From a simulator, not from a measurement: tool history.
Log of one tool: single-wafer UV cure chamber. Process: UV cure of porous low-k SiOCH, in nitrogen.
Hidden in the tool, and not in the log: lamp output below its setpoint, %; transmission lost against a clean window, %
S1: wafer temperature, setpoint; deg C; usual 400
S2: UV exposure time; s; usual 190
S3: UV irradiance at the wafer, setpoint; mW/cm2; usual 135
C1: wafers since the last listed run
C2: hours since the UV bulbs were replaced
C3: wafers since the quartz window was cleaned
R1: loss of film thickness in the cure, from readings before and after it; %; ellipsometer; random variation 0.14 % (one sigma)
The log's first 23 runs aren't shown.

run   hour   S1   S2   S3   C1     C2    C3      R1
       650  -- quartz window cleaned
 24    659  392  295  135   72  305.2    43  14.149
 25  685.8  400  190  115  131    332   174  11.411
 26  720.7  406   80  107  170  366.9   345   7.705
 27  742.4  380  110  172  106  388.6   451  10.565
 28  767.2  407  235  145  121  413.4   573  13.863
 29    797  407   75  135  145  443.2   718   8.494
 30    816  400  190  135   92  462.2   811  12.318
 31  835.6  400  190  135   95  481.8   907  12.284
 32  860.6  385  155  112  122  506.8  1029  10.253
 33  888.3  400  190  135  135  534.5  1165  12.351
 34  920.8  411  130  105  158    567  1324   9.557

Forecast each of these 4 alternatives for the next run:
  A  921.3  400  190  117   2  567.5  1326   ?
  B  921.3  386  190  172   2  567.5  1326   ?
  C  921.3  385  190  109   2  567.5  1326   ?
  D  921.3  415  240  174   2  567.5  1326   ?

run      R1
  A  11.362
  B  12.824
  C  10.801
  D  14.442
Without the tool's hidden state the same runs would have given:
run      R1
  A  11.362
  B  12.824
  C  10.801
  D  14.442

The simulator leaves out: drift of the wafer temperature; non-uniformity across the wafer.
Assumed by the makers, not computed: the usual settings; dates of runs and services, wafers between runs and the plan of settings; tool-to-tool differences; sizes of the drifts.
